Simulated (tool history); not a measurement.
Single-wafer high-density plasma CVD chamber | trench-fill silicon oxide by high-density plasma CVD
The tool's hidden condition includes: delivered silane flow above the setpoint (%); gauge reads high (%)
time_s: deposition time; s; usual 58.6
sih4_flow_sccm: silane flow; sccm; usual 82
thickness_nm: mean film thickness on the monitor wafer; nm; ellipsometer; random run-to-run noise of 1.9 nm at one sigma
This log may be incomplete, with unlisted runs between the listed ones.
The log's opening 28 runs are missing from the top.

run,hour,time_s,sih4_flow_sccm,wafers since the last listed run,hours since the silane flow controller was replaced,hours since the gauge calibration,"read-back reference wafer on the same gauge, thickness_nm",thickness_nm
29,1573.2,64.5,75,856,122.0,1671.7,471.071,493.281
30,1628.6,66.6,87,742,177.4,1727.1,471.428,557.040
31,1663.7,58.6,82,470,212.5,1762.2,471.699,473.284
32,1728.8,58.6,82,872,277.6,1827.3,471.868,476.382
33,1775.0,54.9,77,619,323.8,1873.5,472.101,426.267
34,1805.8,58.6,82,412,354.6,1904.3,472.506,473.273
35,1830.8,53.4,82,335,379.6,1929.3,473.347,433.674
36,1870.6,58.6,73,533,419.4,1969.1,473.653,442.902
# hour 1904.3: gauge calibrated
37,1913.8,69.5,71,578,462.6,9.5,457.571,499.266
38,1977.0,55.3,69,846,525.8,72.7,457.740,393.338
39,2021.3,58.6,82,593,570.1,117.0,458.145,455.752
40,2049.7,58.6,82,380,598.5,145.4,457.922,458.493
41,2119.6,69.8,93,936,668.4,215.3,458.923,588.304
42,2293.5,58.6,82,2330,842.3,389.2,460.750,460.769
43,2348.5,47.1,82,737,897.3,444.2,461.163,373.104
44,2415.9,64.1,97,903,964.7,511.6,461.686,564.853
45,2469.1,58.6,82,712,1017.9,564.8,461.947,459.879

5 ways to go on from here, each from the tool as it stands after run 45. What would each give?
A,2469.5,64.9,82,5,1018.3,565.2,?,?
B,2469.5,69.9,74,5,1018.3,565.2,?,?
C,2469.5,61.9,75,5,1018.3,565.2,?,?
D,2469.5,61.9,73,5,1018.3,565.2,?,?
E,2469.5,47.5,88,5,1018.3,565.2,?,?

run,"read-back reference wafer on the same gauge, thickness_nm",thickness_nm
A,462.022,512.444
B,462.022,520.515
C,462.022,464.419
D,462.022,457.465
E,462.022,391.063
Stripped of hidden state, with their random variation kept, the same runs would have yielded:
run,thickness_nm
A,508.080
B,516.082
C,460.464
D,453.570
E,387.733

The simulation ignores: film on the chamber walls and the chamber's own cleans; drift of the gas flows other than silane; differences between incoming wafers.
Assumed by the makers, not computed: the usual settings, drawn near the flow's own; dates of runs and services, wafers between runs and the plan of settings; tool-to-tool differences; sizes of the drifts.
